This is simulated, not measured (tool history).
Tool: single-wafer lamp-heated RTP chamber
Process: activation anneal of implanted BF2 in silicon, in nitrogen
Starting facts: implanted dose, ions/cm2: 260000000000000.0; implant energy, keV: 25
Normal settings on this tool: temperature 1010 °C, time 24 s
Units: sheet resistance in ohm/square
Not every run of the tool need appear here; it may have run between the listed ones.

run	hour	temperature	time	wafers since the last listed run	wafers since the last pyrometer calibration	wafers since the reflector plate was cleaned	hours since the gauge calibration	read-back reference wafer on the same gauge, sheet resistance	sheet resistance
1	0	1010	24	0	2662	1690	298.2	455.1	435.15
2	45.1	1010	24	802	3464	2493	343.3	454.94	437.66
3	114.8	1010	15	1240	4704	3733	413	454.8	438.59
4	239.1	1010	35	2211	6916	5945	537.3	454.94	432.95
# hour 280.1: pyrometer window cleaned and pyrometer calibrated
5	280.6	1010	35	596	8	6541	578.8	454.79	433.67
6	303	1001	24	398	406	6940	601.2	454.99	438.2
7	360.5	1001	24	1023	1429	7963	658.7	454.87	437.5
# hour 418.9: reflector plate cleaned
8	421.6	1010	24	944	2374	47	719.8	454.97	437.53
# hour 431.1: gauge calibrated
9	469.6	1010	24	854	3228	901	38.5	455.25	435.96
10	514.5	1010	24	798	4027	1700	83.4	454.92	435.24
11	620	1010	24	1877	5905	3578	188.9	455.2	435.8
12	658.2	1023	11	679	6585	4258	227.1	455.22	439.46

Run 13, settings as shown, results not yet in. Your forecast:
# hour 686.1: pyrometer window cleaned and pyrometer calibrated
13	729.9	995	31	1133	780	5391	298.8	?	?

{"run 13": {"read-back reference wafer on the same gauge, sheet resistance": 454.61, "sheet resistance": 436.34}}
On a tool with no hidden condition, and with the same random variation, this run would have come out at sheet resistance 436.34 ohm/square.
